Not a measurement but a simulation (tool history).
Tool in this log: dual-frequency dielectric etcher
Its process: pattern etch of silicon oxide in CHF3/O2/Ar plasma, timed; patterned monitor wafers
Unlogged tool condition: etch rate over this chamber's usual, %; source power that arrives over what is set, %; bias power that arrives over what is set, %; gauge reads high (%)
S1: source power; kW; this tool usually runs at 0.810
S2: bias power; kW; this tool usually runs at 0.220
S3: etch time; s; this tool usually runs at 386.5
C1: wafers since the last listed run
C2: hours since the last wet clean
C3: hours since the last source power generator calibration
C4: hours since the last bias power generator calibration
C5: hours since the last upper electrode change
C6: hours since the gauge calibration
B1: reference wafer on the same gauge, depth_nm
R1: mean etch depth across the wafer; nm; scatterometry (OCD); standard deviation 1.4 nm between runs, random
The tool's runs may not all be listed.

| run | day | S1 | S2 | S3 | C1 | C2 | C3 | C4 | C5 | C6 | B1 | R1 |
|---|---|---|---|---|---|---|---|---|---|---|---|---|
| 1 | 0.000 | 0.810 | 0.220 | 386.5 | 0 | 306.4 | 2365.4 | 1969.7 | 5850.6 | 109.0 | 936.6 | 919.1 |
| 2 | 0.583 | 0.810 | 0.220 | 386.5 | 68 | 320.4 | 2379.4 | 1983.7 | 5864.6 | 123.0 | 935.9 | 920.4 |
| 3 | 1.658 | 0.810 | 0.220 | 386.5 | 126 | 346.2 | 2405.2 | 2009.5 | 5890.4 | 148.8 | 936.1 | 923.9 |
| 4 | 2.896 | 0.810 | 0.220 | 386.5 | 145 | 375.9 | 2434.9 | 2039.2 | 5920.1 | 178.5 | 935.9 | 922.6 |
| 5 | 3.908 | 0.810 | 0.220 | 386.5 | 119 | 400.2 | 2459.2 | 2063.5 | 5944.4 | 202.8 | 936.6 | 922.7 |
| 6 | 4.829 | 0.810 | 0.220 | 386.5 | 108 | 422.3 | 2481.3 | 2085.6 | 5966.5 | 224.9 | 936.0 | 923.2 |
|  | 5.983 | wet clean of the chamber |
| 7 | 6.004 | 0.810 | 0.206 | 386.5 | 20 | 0.5 | 2509.5 | 2113.8 | 5994.7 | 253.1 | 936.0 | 890.8 |
|  | 6.221 | bias power generator calibrated |
| 8 | 6.679 | 0.810 | 0.206 | 386.5 | 59 | 16.7 | 2525.7 | 11.0 | 6010.9 | 269.3 | 936.1 | 891.7 |
| 9 | 7.758 | 0.980 | 0.237 | 493.5 | 126 | 42.6 | 2551.6 | 36.9 | 6036.8 | 295.2 | 935.2 | 1267.9 |
|  | 9.283 | source power generator calibrated |
| 10 | 9.304 | 0.890 | 0.183 | 453.0 | 162 | 79.7 | 0.5 | 74.0 | 6073.9 | 332.3 | 936.0 | 1040.2 |
| 11 | 10.392 | 0.810 | 0.220 | 386.5 | 127 | 105.8 | 26.6 | 100.1 | 6100.0 | 358.4 | 936.0 | 916.4 |
|  | 10.483 | gauge calibrated |
|  | 12.142 | upper electrode replaced |
| 12 | 12.162 | 0.810 | 0.198 | 386.5 | 90 | 148.3 | 69.1 | 142.6 | 0.5 | 40.3 | 936.6 | 884.7 |
| 13 | 12.612 | 0.940 | 0.176 | 309.5 | 52 | 159.1 | 79.9 | 153.4 | 11.3 | 51.1 | 935.6 | 715.9 |
| 14 | 13.838 | 0.810 | 0.220 | 386.5 | 144 | 188.5 | 109.3 | 182.8 | 40.7 | 80.5 | 936.2 | 917.4 |
| 15 | 14.358 | 0.630 | 0.220 | 342.5 | 61 | 201.0 | 121.8 | 195.3 | 53.2 | 93.0 | 935.8 | 752.3 |
| 16 | 15.408 | 0.810 | 0.220 | 386.5 | 123 | 226.2 | 147.0 | 220.5 | 78.4 | 118.2 | 936.0 | 918.1 |

Each run again, without the hidden state but with its own random variation kept:
| run | R1 |
|---|---|
| 1 | 909.2 |
| 2 | 910.0 |
| 3 | 912.5 |
| 4 | 910.0 |
| 5 | 909.3 |
| 6 | 908.9 |
| 7 | 891.4 |
| 8 | 891.7 |
| 9 | 1266.6 |
| 10 | 1037.6 |
| 11 | 913.2 |
| 12 | 880.1 |
| 13 | 711.8 |
| 14 | 911.1 |
| 15 | 746.8 |
| 16 | 910.4 |
